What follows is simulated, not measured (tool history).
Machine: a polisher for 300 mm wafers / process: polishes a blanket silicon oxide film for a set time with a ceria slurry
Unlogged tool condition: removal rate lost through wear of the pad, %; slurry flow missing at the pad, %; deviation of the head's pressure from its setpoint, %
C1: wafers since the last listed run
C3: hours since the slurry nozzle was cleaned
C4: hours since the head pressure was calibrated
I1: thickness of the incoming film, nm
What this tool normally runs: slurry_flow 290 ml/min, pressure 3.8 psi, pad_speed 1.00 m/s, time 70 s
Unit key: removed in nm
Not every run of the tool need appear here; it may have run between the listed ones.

{"run": 1, "hour": 0.0, "slurry_flow": 290, "pressure": 3.8, "pad_speed": 1.0, "time": 70, "C1": 0, "wafers polished on this pad": 753, "C3": 563.0, "C4": 394.0, "I1": 1049.2, "removed": 333.0}
{"run": 2, "hour": 14.3, "slurry_flow": 290, "pressure": 3.8, "pad_speed": 1.0, "time": 70, "C1": 158, "wafers polished on this pad": 912, "C3": 577.3, "C4": 408.3, "I1": 1038.4, "removed": 335.5}
{"run": 3, "hour": 24.9, "slurry_flow": 290, "pressure": 3.8, "pad_speed": 0.92, "time": 70, "C1": 117, "wafers polished on this pad": 1029, "C3": 587.9, "C4": 418.9, "I1": 1033.7, "removed": 300.9}
{"run": 4, "hour": 31.1, "slurry_flow": 290, "pressure": 3.8, "pad_speed": 0.92, "time": 70, "C1": 68, "wafers polished on this pad": 1098, "C3": 594.1, "C4": 425.1, "I1": 1056.8, "removed": 305.2}
{"run": 5, "hour": 37.7, "slurry_flow": 290, "pressure": 3.8, "pad_speed": 0.92, "time": 70, "C1": 73, "wafers polished on this pad": 1171, "C3": 600.7, "C4": 431.7, "I1": 1039.6, "removed": 304.7}
{"hour": 48.6, "done": "worn pad replaced by a new one"}
{"run": 6, "hour": 49.1, "slurry_flow": 290, "pressure": 3.8, "pad_speed": 1.0, "time": 70, "C1": 82, "wafers polished on this pad": 5, "C3": 612.1, "C4": 443.1, "I1": 1066.8, "removed": 345.0}
{"run": 7, "hour": 62.9, "slurry_flow": 290, "pressure": 3.8, "pad_speed": 1.0, "time": 70, "C1": 153, "wafers polished on this pad": 158, "C3": 625.9, "C4": 456.9, "I1": 1038.5, "removed": 338.8}
{"run": 8, "hour": 73.5, "slurry_flow": 290, "pressure": 3.8, "pad_speed": 1.0, "time": 70, "C1": 117, "wafers polished on this pad": 276, "C3": 636.5, "C4": 467.5, "I1": 1030.8, "removed": 333.4}
{"run": 9, "hour": 91.0, "slurry_flow": 290, "pressure": 3.8, "pad_speed": 1.0, "time": 70, "C1": 194, "wafers polished on this pad": 470, "C3": 654.0, "C4": 485.0, "I1": 1054.4, "removed": 330.1}
{"run": 10, "hour": 119.8, "slurry_flow": 290, "pressure": 3.8, "pad_speed": 1.0, "time": 70, "C1": 319, "wafers polished on this pad": 790, "C3": 682.8, "C4": 513.8, "I1": 1058.8, "removed": 334.6}
{"run": 11, "hour": 131.4, "slurry_flow": 290, "pressure": 3.8, "pad_speed": 1.0, "time": 70, "C1": 128, "wafers polished on this pad": 919, "C3": 694.4, "C4": 525.4, "I1": 1062.4, "removed": 327.3}
{"run": 12, "hour": 142.2, "slurry_flow": 330, "pressure": 3.8, "pad_speed": 1.0, "time": 70, "C1": 119, "wafers polished on this pad": 1039, "C3": 705.2, "C4": 536.2, "I1": 1052.8, "removed": 332.9}
{"run": 13, "hour": 158.2, "slurry_flow": 330, "pressure": 3.8, "pad_speed": 1.0, "time": 70, "C1": 177, "wafers polished on this pad": 1216, "C3": 721.2, "C4": 552.2, "I1": 1043.6, "removed": 325.8}
{"hour": 170.4, "done": "worn pad replaced by a new one"}
{"run": 14, "hour": 170.9, "slurry_flow": 330, "pressure": 3.8, "pad_speed": 1.0, "time": 70, "C1": 96, "wafers polished on this pad": 5, "C3": 733.9, "C4": 564.9, "I1": 1045.9, "removed": 338.9}
{"run": 15, "hour": 176.4, "slurry_flow": 290, "pressure": 3.8, "pad_speed": 1.0, "time": 70, "C1": 61, "wafers polished on this pad": 66, "C3": 739.4, "C4": 570.4, "I1": 1052.3, "removed": 340.9}
{"run": 16, "hour": 183.4, "slurry_flow": 290, "pressure": 3.8, "pad_speed": 1.0, "time": 70, "C1": 77, "wafers polished on this pad": 144, "C3": 746.4, "C4": 577.4, "I1": 1038.2, "removed": 340.2}
{"run": 17, "hour": 200.4, "slurry_flow": 290, "pressure": 3.8, "pad_speed": 1.0, "time": 70, "C1": 188, "wafers polished on this pad": 332, "C3": 763.4, "C4": 594.4, "I1": 1033.5, "removed": 323.9}
{"run": 18, "hour": 214.3, "slurry_flow": 380, "pressure": 3.8, "pad_speed": 1.0, "time": 60, "C1": 154, "wafers polished on this pad": 487, "C3": 777.3, "C4": 608.3, "I1": 1053.7, "removed": 289.6}
{"hour": 217.6, "done": "head pressure recalibrated"}
{"run": 19, "hour": 232.2, "slurry_flow": 220, "pressure": 3.2, "pad_speed": 1.16, "time": 90, "C1": 176, "wafers polished on this pad": 663, "C3": 795.2, "C4": 14.6, "I1": 1052.7, "removed": 479.7}
{"run": 20, "hour": 239.8, "slurry_flow": 290, "pressure": 2.6, "pad_speed": 0.88, "time": 70, "C1": 84, "wafers polished on this pad": 748, "C3": 802.8, "C4": 22.2, "I1": 1047.2, "removed": 231.9}
{"run": 21, "hour": 246.2, "slurry_flow": 220, "pressure": 3.2, "pad_speed": 1.16, "time": 90, "C1": 71, "wafers polished on this pad": 819, "C3": 809.2, "C4": 28.6, "I1": 1056.6, "removed": 461.1}
{"run": 22, "hour": 256.9, "slurry_flow": 290, "pressure": 3.8, "pad_speed": 1.0, "time": 70, "C1": 118, "wafers polished on this pad": 937, "C3": 819.9, "C4": 39.3, "I1": 1040.5, "removed": 376.8}
{"run": 23, "hour": 266.6, "slurry_flow": 290, "pressure": 2.7, "pad_speed": 0.82, "time": 70, "C1": 107, "wafers polished on this pad": 1045, "C3": 829.6, "C4": 49.0, "I1": 1059.4, "removed": 217.4}
{"run": 24, "hour": 278.5, "slurry_flow": 290, "pressure": 3.1, "pad_speed": 0.84, "time": 70, "C1": 132, "wafers polished on this pad": 1177, "C3": 841.5, "C4": 60.9, "I1": 1039.5, "removed": 259.9}
{"hour": 286.1, "done": "worn pad replaced by a new one"}
{"run": 25, "hour": 295.6, "slurry_flow": 255, "pressure": 3.8, "pad_speed": 1.14, "time": 82, "C1": 145, "wafers polished on this pad": 105, "C3": 858.6, "C4": 78.0, "I1": 1052.0, "removed": 506.1}
{"run": 26, "hour": 310.6, "slurry_flow": 375, "pressure": 3.8, "pad_speed": 1.0, "time": 70, "C1": 166, "wafers polished on this pad": 272, "C3": 873.6, "C4": 93.0, "I1": 1069.8, "removed": 387.0}
{"hour": 320.1, "done": "slurry nozzle cleaned"}
{"run": 27, "hour": 327.7, "slurry_flow": 355, "pressure": 5.1, "pad_speed": 1.34, "time": 81, "C1": 178, "wafers polished on this pad": 450, "C3": 7.6, "C4": 110.1, "I1": 1043.4, "removed": 787.7}
{"run": 28, "hour": 344.5, "slurry_flow": 290, "pressure": 4.9, "pad_speed": 1.0, "time": 70, "C1": 186, "wafers polished on this pad": 637, "C3": 24.4, "C4": 126.9, "I1": 1048.6, "removed": 459.8}
{"run": 29, "hour": 386.7, "slurry_flow": 370, "pressure": 4.4, "pad_speed": 1.32, "time": 70, "C1": 468, "wafers polished on this pad": 1105, "C3": 66.6, "C4": 169.1, "I1": 1039.9, "removed": 546.5}
{"hour": 393.2, "done": "worn pad replaced by a new one"}
{"run": 30, "hour": 421.1, "slurry_flow": 290, "pressure": 3.8, "pad_speed": 1.0, "time": 70, "C1": 337, "wafers polished on this pad": 310, "C3": 101.0, "C4": 203.5, "I1": 1037.2, "removed": 366.5}
{"run": 31, "hour": 438.2, "slurry_flow": 290, "pressure": 3.8, "pad_speed": 1.0, "time": 70, "C1": 189, "wafers polished on this pad": 499, "C3": 118.1, "C4": 220.6, "I1": 1048.4, "removed": 351.8}
{"run": 32, "hour": 446.9, "slurry_flow": 290, "pressure": 2.8, "pad_speed": 1.1, "time": 70, "C1": 96, "wafers polished on this pad": 596, "C3": 126.8, "C4": 229.3, "I1": 1035.7, "removed": 291.5}
{"run": 33, "hour": 461.7, "slurry_flow": 350, "pressure": 3.8, "pad_speed": 1.0, "time": 70, "C1": 164, "wafers polished on this pad": 760, "C3": 141.6, "C4": 244.1, "I1": 1050.3, "removed": 364.9}
{"run": 34, "hour": 474.7, "slurry_flow": 290, "pressure": 3.8, "pad_speed": 1.0, "time": 70, "C1": 144, "wafers polished on this pad": 905, "C3": 154.6, "C4": 257.1, "I1": 1035.4, "removed": 343.9}
{"run": 35, "hour": 487.2, "slurry_flow": 290, "pressure": 3.8, "pad_speed": 1.0, "time": 61, "C1": 138, "wafers polished on this pad": 1043, "C3": 167.1, "C4": 269.6, "I1": 1054.6, "removed": 310.8}
{"run": 36, "hour": 494.5, "slurry_flow": 290, "pressure": 3.8, "pad_speed": 1.0, "time": 70, "C1": 81, "wafers polished on this pad": 1125, "C3": 174.4, "C4": 276.9, "I1": 1053.1, "removed": 351.4}

Hidden condition of the tool, last listed run before each entry between runs versus first listed run after:
In the gap between runs 5 and 6: worn pad replaced by a new one (hour 48.6)
  removal rate lost through wear of the pad, %: 5.6 -> 0.612
  measured minus no-state result, removed: -67.0 -> -55.2 nm
In the gap between runs 13 and 14: worn pad replaced by a new one (hour 170.4)
  removal rate lost through wear of the pad, %: 5.65 -> 0.869; deviation of the head's pressure from its setpoint, %: -13.8 -> -13.9
  measured minus no-state result, removed: -75.0 -> -58.1 nm
In the gap between runs 18 and 19: head pressure recalibrated (hour 217.6)
  removal rate lost through wear of the pad, %: 4.48 -> 5.13; deviation of the head's pressure from its setpoint, %: -14 -> 0.142
  measured minus no-state result, removed: -63.1 -> -25.2 nm
In the gap between runs 24 and 25: worn pad replaced by a new one (hour 286.1)
  removal rate lost through wear of the pad, %: 5.9 -> 2.11; deviation of the head's pressure from its setpoint, %: -2.26 -> -3.01
  measured minus no-state result, removed: -22.6 -> -27.0 nm
In the gap between runs 26 and 27: slurry nozzle cleaned (hour 320.1)
  removal rate lost through wear of the pad, %: 3.47 -> 4.5; deviation of the head's pressure from its setpoint, %: -3.63 -> -4.27
  measured minus no-state result, removed: -29.0 -> -73.9 nm
In the gap between runs 29 and 30: worn pad replaced by a new one (hour 393.2)
  removal rate lost through wear of the pad, %: 5.95 -> 2.91; deviation of the head's pressure from its setpoint, %: -6.12 -> -6.98
  measured minus no-state result, removed: -72.5 -> -39.3 nm
